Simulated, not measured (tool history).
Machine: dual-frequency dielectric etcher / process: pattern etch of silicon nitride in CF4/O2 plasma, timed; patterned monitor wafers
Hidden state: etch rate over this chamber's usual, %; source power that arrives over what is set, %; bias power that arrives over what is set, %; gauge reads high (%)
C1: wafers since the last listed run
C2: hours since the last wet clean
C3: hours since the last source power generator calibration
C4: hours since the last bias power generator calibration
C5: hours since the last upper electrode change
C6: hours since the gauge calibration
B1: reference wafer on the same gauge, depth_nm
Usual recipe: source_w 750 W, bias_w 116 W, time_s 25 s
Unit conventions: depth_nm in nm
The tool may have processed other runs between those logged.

Run 1, day 0: usual settings; C1 0; C2 348.5; C3 2537.8; C4 2627.5; C5 2139.3; C6 789.8; B1 51.6. Result: depth_nm 58.4 nm.
Run 2, day 2.379: usual settings; C1 537; C2 405.6; C3 2594.9; C4 2684.6; C5 2196.4; C6 846.9; B1 51.6. Result: depth_nm 58.5 nm.
Run 3, day 3.738: usual settings; C1 307; C2 438.2; C3 2627.5; C4 2717.2; C5 2229; C6 879.5; B1 51.6. Result: depth_nm 58.3 nm.
Run 4, day 5.417: usual settings; C1 379; C2 478.5; C3 2667.8; C4 2757.5; C5 2269.3; C6 919.8; B1 51.6. Result: depth_nm 58.5 nm.
Run 5, day 6.604: usual settings but bias_w 95 W; C1 268; C2 507; C3 2696.3; C4 2786; C5 2297.8; C6 948.3; B1 51.6. Result: depth_nm 52.5 nm.
At day 10.812: wet clean of the chamber.
Run 6, day 14.108: usual settings; C1 1470; C2 79.1; C3 2876.4; C4 2966.1; C5 2477.9; C6 1128.4; B1 51.6. Result: depth_nm 58.9 nm.
Run 7, day 16.625: usual settings; C1 568; C2 139.5; C3 2936.8; C4 3026.5; C5 2538.3; C6 1188.8; B1 51.6. Result: depth_nm 58.4 nm.
Run 8, day 18.883: usual settings; C1 510; C2 193.7; C3 2991; C4 3080.7; C5 2592.5; C6 1243; B1 51.6. Result: depth_nm 58.8 nm.
Run 9, day 21.179: usual settings; C1 518; C2 248.8; C3 3046.1; C4 3135.8; C5 2647.6; C6 1298.1; B1 51.6. Result: depth_nm 58.8 nm.
Run 10, day 24.146: usual settings; C1 670; C2 320; C3 3117.3; C4 3207; C5 2718.8; C6 1369.3; B1 51.6. Result: depth_nm 58.9 nm.
Run 11, day 27.058: usual settings; C1 658; C2 389.9; C3 3187.2; C4 3276.9; C5 2788.7; C6 1439.2; B1 51.6. Result: depth_nm 58.9 nm.
Run 12, day 29.888: usual settings; C1 639; C2 457.8; C3 3255.1; C4 3344.8; C5 2856.6; C6 1507.1; B1 51.6. Result: depth_nm 58.9 nm.
Run 13, day 32.033: usual settings; C1 485; C2 509.3; C3 3306.6; C4 3396.3; C5 2908.1; C6 1558.6; B1 51.6. Result: depth_nm 59 nm.
Run 14, day 33.129: usual settings; C1 247; C2 535.6; C3 3332.9; C4 3422.6; C5 2934.4; C6 1584.9; B1 51.6. Result: depth_nm 59.2 nm.
At day 33.779: gauge calibrated.
Run 15, day 34.325: usual settings but source_w 690 W, bias_w 127 W; C1 270; C2 564.3; C3 3361.6; C4 3451.3; C5 2963.1; C6 13.1; B1 51.6. Result: depth_nm 56.7 nm.
Run 16, day 36.612: usual settings but source_w 610 W, bias_w 100 W; C1 517; C2 619.2; C3 3416.5; C4 3506.2; C5 3018; C6 68; B1 51.6. Result: depth_nm 43.5 nm.
At day 38.583: wet clean of the chamber.
At day 38.846: bias power generator calibrated.
Run 17, day 39.254: usual settings but source_w 840 W, bias_w 93 W, time_s 32 s; C1 333; C2 16.1; C3 3479.9; C4 9.8; C5 3081.4; C6 131.4; B1 51.6. Result: depth_nm 79 nm.
Run 18, day 45.188: usual settings; C1 1341; C2 158.5; C3 3622.3; C4 152.2; C5 3223.8; C6 273.8; B1 51.6. Result: depth_nm 61.4 nm.
At day 46.133: source power generator calibrated.
Run 19, day 46.533: usual settings; C1 266; C2 190.8; C3 9.6; C4 184.5; C5 3256.1; C6 306.1; B1 51.6. Result: depth_nm 58 nm.
Run 20, day 48.688: usual settings but time_s 18 s; C1 486; C2 242.5; C3 61.3; C4 236.2; C5 3307.8; C6 357.8; B1 51.6. Result: depth_nm 41.9 nm.
Run 21, day 49.779: usual settings but source_w 930 W, bias_w 105 W, time_s 23 s; C1 246; C2 268.7; C3 87.5; C4 262.4; C5 3334; C6 384; B1 51.6. Result: depth_nm 63 nm.

For run 22, what comes out?
At day 51.212: upper electrode replaced.
Run 22, day 57.554: usual settings; C1 1531; C2 455.3; C3 274.1; C4 449; C5 152.2; C6 570.6; B1 ?. Result: depth_nm ?.

B1: 51.6
depth_nm: 57.7 nm
If the tool had no hidden condition, the same run with the same run-to-run variation would have returned depth_nm 57.9 nm.
